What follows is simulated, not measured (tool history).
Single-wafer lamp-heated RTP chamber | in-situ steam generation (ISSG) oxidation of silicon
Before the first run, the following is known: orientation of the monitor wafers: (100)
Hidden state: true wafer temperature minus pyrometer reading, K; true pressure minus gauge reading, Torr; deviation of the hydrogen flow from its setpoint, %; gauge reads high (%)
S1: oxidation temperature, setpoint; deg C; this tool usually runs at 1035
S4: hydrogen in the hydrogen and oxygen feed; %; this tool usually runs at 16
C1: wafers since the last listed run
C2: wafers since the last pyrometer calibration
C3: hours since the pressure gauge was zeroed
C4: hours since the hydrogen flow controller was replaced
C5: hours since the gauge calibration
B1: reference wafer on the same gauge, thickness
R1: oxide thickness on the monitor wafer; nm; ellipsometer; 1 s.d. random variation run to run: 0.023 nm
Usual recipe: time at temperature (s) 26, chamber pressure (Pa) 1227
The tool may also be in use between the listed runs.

run 1 hour=0.0 | S1=1035 time_at_temperature_(s)=26 chamber_pressure_(Pa)=1227 S4=16 | C1=0 C2=8136 C3=1941.0 C4=4632.2 C5=120.6 | B1=8.001 | R1=7.518
run 2 hour=6.9 | S1=1035 time_at_temperature_(s)=26 chamber_pressure_(Pa)=1227 S4=16 | C1=39 C2=8175 C3=1947.9 C4=4639.1 C5=127.5 | B1=8.009 | R1=7.516
run 3 hour=48.8 | S1=1035 time_at_temperature_(s)=26 chamber_pressure_(Pa)=1227 S4=16 | C1=242 C2=8417 C3=1989.8 C4=4681.0 C5=169.4 | B1=8.011 | R1=7.504
run 4 hour=54.9 | S1=1035 time_at_temperature_(s)=26 chamber_pressure_(Pa)=1227 S4=16 | C1=35 C2=8453 C3=1995.9 C4=4687.1 C5=175.5 | B1=8.002 | R1=7.588
run 5 hour=71.6 | S1=1035 time_at_temperature_(s)=26 chamber_pressure_(Pa)=1227 S4=16 | C1=96 C2=8549 C3=2012.6 C4=4703.8 C5=192.2 | B1=8.001 | R1=7.525
-- hour=82.1 gauge calibrated
run 6 hour=89.4 | S1=1035 time_at_temperature_(s)=26 chamber_pressure_(Pa)=1227 S4=16 | C1=102 C2=8652 C3=2030.4 C4=4721.6 C5=7.3 | B1=8.018 | R1=7.555
run 7 hour=118.8 | S1=1035 time_at_temperature_(s)=26 chamber_pressure_(Pa)=1227 S4=16 | C1=169 C2=8822 C3=2059.8 C4=4751.0 C5=36.7 | B1=8.013 | R1=7.598
run 8 hour=126.5 | S1=1035 time_at_temperature_(s)=26 chamber_pressure_(Pa)=1227 S4=23 | C1=44 C2=8866 C3=2067.5 C4=4758.7 C5=44.4 | B1=7.999 | R1=8.191
-- hour=149.4 hydrogen flow controller replaced
run 9 hour=149.9 | S1=1035 time_at_temperature_(s)=26 chamber_pressure_(Pa)=1360 S4=16 | C1=88 C2=8955 C3=2090.9 C4=0.5 C5=67.8 | B1=8.018 | R1=7.494
run 10 hour=150.2 | S1=1035 time_at_temperature_(s)=26 chamber_pressure_(Pa)=1360 S4=16 | C1=1 C2=8957 C3=2091.2 C4=0.8 C5=68.1 | B1=8.001 | R1=7.495
run 11 hour=157.5 | S1=1035 time_at_temperature_(s)=26 chamber_pressure_(Pa)=1360 S4=16 | C1=42 C2=8999 C3=2098.5 C4=8.1 C5=75.4 | B1=8.012 | R1=7.448
-- hour=173.4 pressure gauge zeroed
run 12 hour=173.9 | S1=1035 time_at_temperature_(s)=20 chamber_pressure_(Pa)=1227 S4=16 | C1=48 C2=9048 C3=0.5 C4=24.5 C5=91.8 | B1=8.002 | R1=6.633
run 13 hour=176.1 | S1=1035 time_at_temperature_(s)=20 chamber_pressure_(Pa)=1227 S4=16 | C1=12 C2=9060 C3=2.7 C4=26.7 C5=94.0 | B1=8.010 | R1=6.610
run 14 hour=185.1 | S1=1021 time_at_temperature_(s)=26 chamber_pressure_(Pa)=1227 S4=16 | C1=51 C2=9112 C3=11.7 C4=35.7 C5=103.0 | B1=8.009 | R1=7.115
run 15 hour=191.5 | S1=1035 time_at_temperature_(s)=26 chamber_pressure_(Pa)=1360 S4=16 | C1=36 C2=9149 C3=18.1 C4=42.1 C5=109.4 | B1=8.006 | R1=7.494
run 16 hour=203.5 | S1=1035 time_at_temperature_(s)=26 chamber_pressure_(Pa)=1227 S4=11 | C1=69 C2=9219 C3=30.1 C4=54.1 C5=121.4 | B1=8.014 | R1=7.061
-- hour=217.1 pyrometer window cleaned and pyrometer calibrated
run 17 hour=217.6 | S1=1035 time_at_temperature_(s)=31 chamber_pressure_(Pa)=1227 S4=16 | C1=35 C2=2 C3=44.2 C4=68.2 C5=135.5 | B1=8.005 | R1=7.909
run 18 hour=226.6 | S1=1027 time_at_temperature_(s)=33 chamber_pressure_(Pa)=1227 S4=16 | C1=51 C2=54 C3=53.2 C4=77.2 C5=144.5 | B1=8.008 | R1=7.774
run 19 hour=234.7 | S1=1054 time_at_temperature_(s)=22 chamber_pressure_(Pa)=1053 S4=24 | C1=46 C2=101 C3=61.3 C4=85.3 C5=152.6 | B1=8.010 | R1=8.076
run 20 hour=244.5 | S1=1052 time_at_temperature_(s)=35 chamber_pressure_(Pa)=1360 S4=20 | C1=56 C2=158 C3=71.1 C4=95.1 C5=162.4 | B1=8.017 | R1=9.583
run 21 hour=266.1 | S1=1046 time_at_temperature_(s)=20 chamber_pressure_(Pa)=1080 S4=24 | C1=124 C2=282 C3=92.7 C4=116.7 C5=184.0 | B1=8.016 | R1=7.320
run 22 hour=283.8 | S1=1035 time_at_temperature_(s)=26 chamber_pressure_(Pa)=1227 S4=16 | C1=102 C2=385 C3=110.4 C4=134.4 C5=201.7 | B1=8.001 | R1=7.157
run 23 hour=299.0 | S1=1055 time_at_temperature_(s)=21 chamber_pressure_(Pa)=1093 S4=11 | C1=87 C2=472 C3=125.6 C4=149.6 C5=216.9 | B1=8.010 | R1=6.628
run 24 hour=308.7 | S1=1035 time_at_temperature_(s)=36 chamber_pressure_(Pa)=1227 S4=16 | C1=56 C2=529 C3=135.3 C4=159.3 C5=226.6 | B1=8.017 | R1=8.594
run 25 hour=319.0 | S1=1041 time_at_temperature_(s)=35 chamber_pressure_(Pa)=1227 S4=16 | C1=59 C2=588 C3=145.6 C4=169.6 C5=236.9 | B1=8.012 | R1=8.676
-- hour=321.3 gauge calibrated
run 26 hour=348.7 | S1=1022 time_at_temperature_(s)=32 chamber_pressure_(Pa)=1227 S4=19 | C1=171 C2=760 C3=175.3 C4=199.3 C5=27.4 | B1=8.013 | R1=7.768
run 27 hour=364.7 | S1=1035 time_at_temperature_(s)=26 chamber_pressure_(Pa)=1227 S4=16 | C1=92 C2=852 C3=191.3 C4=215.3 C5=43.4 | B1=8.010 | R1=7.213
run 28 hour=391.2 | S1=1035 time_at_temperature_(s)=21 chamber_pressure_(Pa)=1227 S4=16 | C1=153 C2=1005 C3=217.8 C4=241.8 C5=69.9 | B1=8.019 | R1=6.438
run 29 hour=408.0 | S1=1035 time_at_temperature_(s)=26 chamber_pressure_(Pa)=1227 S4=20 | C1=97 C2=1102 C3=234.6 C4=258.6 C5=86.7 | B1=8.000 | R1=7.554
run 30 hour=423.1 | S1=1017 time_at_temperature_(s)=30 chamber_pressure_(Pa)=1160 S4=26 | C1=87 C2=1189 C3=249.7 C4=273.7 C5=101.8 | B1=8.002 | R1=7.893

State the hidden condition of the tool at each of the runs:
true pressure minus gauge reading, Torr: 0 across all the runs
deviation of the hydrogen flow from its setpoint, %: 0 across all the runs
gauge reads high (%): 0 across all the runs
H1: true wafer temperature minus pyrometer reading, K
run=1 H1=8.82
run=2 H1=8.9
run=3 H1=9.43
run=4 H1=9.51
run=5 H1=9.73
run=6 H1=9.96
run=7 H1=10.4
run=8 H1=10.5
run=9 H1=10.8
run=10 H1=10.8
run=11 H1=10.9
run=12 H1=11.1
run=13 H1=11.1
run=14 H1=11.3
run=15 H1=11.3
run=16 H1=11.5
run=17 H1=0.599
run=18 H1=0.6
run=19 H1=0.601
run=20 H1=0.603
run=21 H1=0.61
run=22 H1=0.619
run=23 H1=0.629
run=24 H1=0.636
run=25 H1=0.645
run=26 H1=0.676
run=27 H1=0.695
run=28 H1=0.733
run=29 H1=0.76
run=30 H1=0.786
